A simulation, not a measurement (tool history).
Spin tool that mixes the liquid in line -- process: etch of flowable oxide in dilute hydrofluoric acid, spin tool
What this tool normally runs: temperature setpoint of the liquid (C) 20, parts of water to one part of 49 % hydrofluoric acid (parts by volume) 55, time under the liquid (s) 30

run,hour,temperature setpoint of the liquid (C),parts of water to one part of 49 % hydrofluoric acid (parts by volume),time under the liquid (s),wafers since the last listed run,hours since the thermometer was replaced,hours since the hydrofluoric acid flow meter was replaced,hours since the gauge calibration,"read-back film thickness of the flowable oxide reference wafer, read on the same gauge (nm)",thickness taken off the flowable oxide on a monitor wafer (nm)
1,0,20,55,30,0,922.6,571.9,342.3,110.01,24.74
# hour 11.9: hydrofluoric acid flow meter replaced
2,61.3,20,55,30,452,983.9,49.4,403.6,110.01,25.05
3,98.4,20,55,30,278,1021,86.5,440.7,109.97,25.05
4,153.3,20,55,30,412,1075.9,141.4,495.6,109.96,25.03
5,185.8,20,55,30,244,1108.4,173.9,528.1,110.02,25.04
6,238.3,20,55,45,394,1160.9,226.4,580.6,110.02,37.5
7,296.9,20,55,25,440,1219.5,285,639.2,110,20.83
# hour 352: gauge calibrated
8,355.7,20,55,30,441,1278.3,343.8,3.7,110,25.07
9,404.8,20,70,30,368,1327.4,392.9,52.8,110.04,19.43
10,442.7,20,70,30,284,1365.3,430.8,90.7,110.02,19.4
11,489.1,20,65,30,348,1411.7,477.2,137.1,110.02,21.03
# hour 573.3: thermometer replaced
# hour 606.2: hydrofluoric acid flow meter replaced
12,684.3,20,65,30,1451,111,78.1,332.3,109.99,20.27
13,724.6,20,55,30,302,151.3,118.4,372.6,110.01,24.46
14,788.4,20,55,30,479,215.1,182.2,436.4,110.03,24.34
15,815.7,20,80,25,205,242.4,209.5,463.7,110,13.5
16,853.8,22.5,40,25,286,280.5,247.6,501.8,109.97,31.58
17,916.5,20,80,15,470,343.2,310.3,564.5,110.03,8.16
18,978.1,24,75,15,462,404.8,371.9,626.1,110.01,10.28
19,1039.1,17,80,40,458,465.8,432.9,687.1,110.02,19.11
# hour 1052.4: gauge calibrated
20,1067.3,24,55,20,211,494,461.1,14.9,110.02,19.19
21,1133.1,18,30,50,494,559.8,526.9,80.7,109.97,70.9
22,1196.9,22,55,30,479,623.6,590.7,144.5,110,26.47
23,1240.9,17,40,15,330,667.6,634.7,188.5,109.99,15.05
24,1277.5,17,55,30,274,704.2,671.3,225.1,109.98,21.4
25,1338,20,55,30,454,764.7,731.8,285.6,109.99,24.38
# hour 1341: hydrofluoric acid flow meter replaced
26,1362.4,20,55,30,175,789.1,21.4,310,110.01,24.71
27,1412.6,23,55,15,377,839.3,71.6,360.2,110,14.14

Here are 5 independent what-if runs from the current tool condition. What would each one return?
A,1413,20,75,30,3,839.7,72,360.6,?,?
B,1413,24,55,40,3,839.7,72,360.6,?,?
C,1413,17,55,15,3,839.7,72,360.6,?,?
D,1413,17,80,45,3,839.7,72,360.6,?,?
E,1413,21.5,55,45,3,839.7,72,360.6,?,?

run,"read-back film thickness of the flowable oxide reference wafer, read on the same gauge (nm)",thickness taken off the flowable oxide on a monitor wafer (nm)
A,110.01,17.69
B,110.01,38.89
C,110.01,10.87
D,110.01,21.81
E,110.01,39.47
Without the tool's unlogged condition, the same runs would have read:
run,thickness taken off the flowable oxide on a monitor wafer (nm)
A,17.29
B,38.02
C,10.61
D,21.3
E,38.57
